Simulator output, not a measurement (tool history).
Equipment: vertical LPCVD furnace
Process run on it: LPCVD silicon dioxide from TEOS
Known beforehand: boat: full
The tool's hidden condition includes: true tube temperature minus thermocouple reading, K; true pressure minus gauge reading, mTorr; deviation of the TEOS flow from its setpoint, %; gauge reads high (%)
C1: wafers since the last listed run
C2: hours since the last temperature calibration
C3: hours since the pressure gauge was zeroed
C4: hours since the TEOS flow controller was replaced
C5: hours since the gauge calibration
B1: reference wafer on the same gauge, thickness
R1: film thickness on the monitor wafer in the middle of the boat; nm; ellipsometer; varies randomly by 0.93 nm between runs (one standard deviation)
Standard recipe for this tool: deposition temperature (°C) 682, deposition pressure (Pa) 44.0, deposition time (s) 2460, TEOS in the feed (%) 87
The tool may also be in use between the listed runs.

{"run": 1, "hour": 0.0, "deposition temperature (°C)": 682, "deposition pressure (Pa)": 44.0, "deposition time (s)": 2460, "TEOS in the feed (%)": 91, "C1": 0, "C2": 2503.3, "C3": 2584.9, "C4": 6384.1, "C5": 120.4, "B1": 251.14, "R1": 246.04}
{"run": 2, "hour": 60.0, "deposition temperature (°C)": 682, "deposition pressure (Pa)": 38.0, "deposition time (s)": 2460, "TEOS in the feed (%)": 87, "C1": 671, "C2": 2563.3, "C3": 2644.9, "C4": 6444.1, "C5": 180.4, "B1": 250.87, "R1": 222.72}
{"run": 3, "hour": 90.0, "deposition temperature (°C)": 682, "deposition pressure (Pa)": 38.0, "deposition time (s)": 2460, "TEOS in the feed (%)": 87, "C1": 335, "C2": 2593.3, "C3": 2674.9, "C4": 6474.1, "C5": 210.4, "B1": 251.22, "R1": 223.88}
{"run": 4, "hour": 131.4, "deposition temperature (°C)": 682, "deposition pressure (Pa)": 38.0, "deposition time (s)": 2460, "TEOS in the feed (%)": 87, "C1": 463, "C2": 2634.7, "C3": 2716.3, "C4": 6515.5, "C5": 251.8, "B1": 250.94, "R1": 224.46}
{"run": 5, "hour": 200.8, "deposition temperature (°C)": 682, "deposition pressure (Pa)": 44.0, "deposition time (s)": 2460, "TEOS in the feed (%)": 87, "C1": 776, "C2": 2704.1, "C3": 2785.7, "C4": 6584.9, "C5": 321.2, "B1": 251.03, "R1": 242.97}
{"run": 6, "hour": 225.6, "deposition temperature (°C)": 682, "deposition pressure (Pa)": 44.0, "deposition time (s)": 2460, "TEOS in the feed (%)": 87, "C1": 277, "C2": 2728.9, "C3": 2810.5, "C4": 6609.7, "C5": 346.0, "B1": 251.1, "R1": 243.22}
{"run": 7, "hour": 254.3, "deposition temperature (°C)": 682, "deposition pressure (Pa)": 44.0, "deposition time (s)": 2460, "TEOS in the feed (%)": 87, "C1": 321, "C2": 2757.6, "C3": 2839.2, "C4": 6638.4, "C5": 374.7, "B1": 251.07, "R1": 244.91}
{"run": 8, "hour": 297.4, "deposition temperature (°C)": 682, "deposition pressure (Pa)": 44.0, "deposition time (s)": 2460, "TEOS in the feed (%)": 87, "C1": 482, "C2": 2800.7, "C3": 2882.3, "C4": 6681.5, "C5": 417.8, "B1": 250.91, "R1": 243.67}
{"run": 9, "hour": 338.1, "deposition temperature (°C)": 682, "deposition pressure (Pa)": 38.7, "deposition time (s)": 2460, "TEOS in the feed (%)": 83, "C1": 455, "C2": 2841.4, "C3": 2923.0, "C4": 6722.2, "C5": 458.5, "B1": 250.73, "R1": 226.01}

What does the tool deliver on the next run?
{"hour": 373.6, "done": "thermocouples replaced and temperature profile calibrated"}
{"run": 10, "hour": 382.1, "deposition temperature (°C)": 691, "deposition pressure (Pa)": 44.0, "deposition time (s)": 1710, "TEOS in the feed (%)": 87, "C1": 223, "C2": 8.5, "C3": 2967.0, "C4": 6766.2, "C5": 502.5, "B1": "?", "R1": "?"}

B1: 250.92
R1: 188.16 nm
On a tool with no hidden condition, and with the same random variation, this run would have come out at R1 187.71 nm.

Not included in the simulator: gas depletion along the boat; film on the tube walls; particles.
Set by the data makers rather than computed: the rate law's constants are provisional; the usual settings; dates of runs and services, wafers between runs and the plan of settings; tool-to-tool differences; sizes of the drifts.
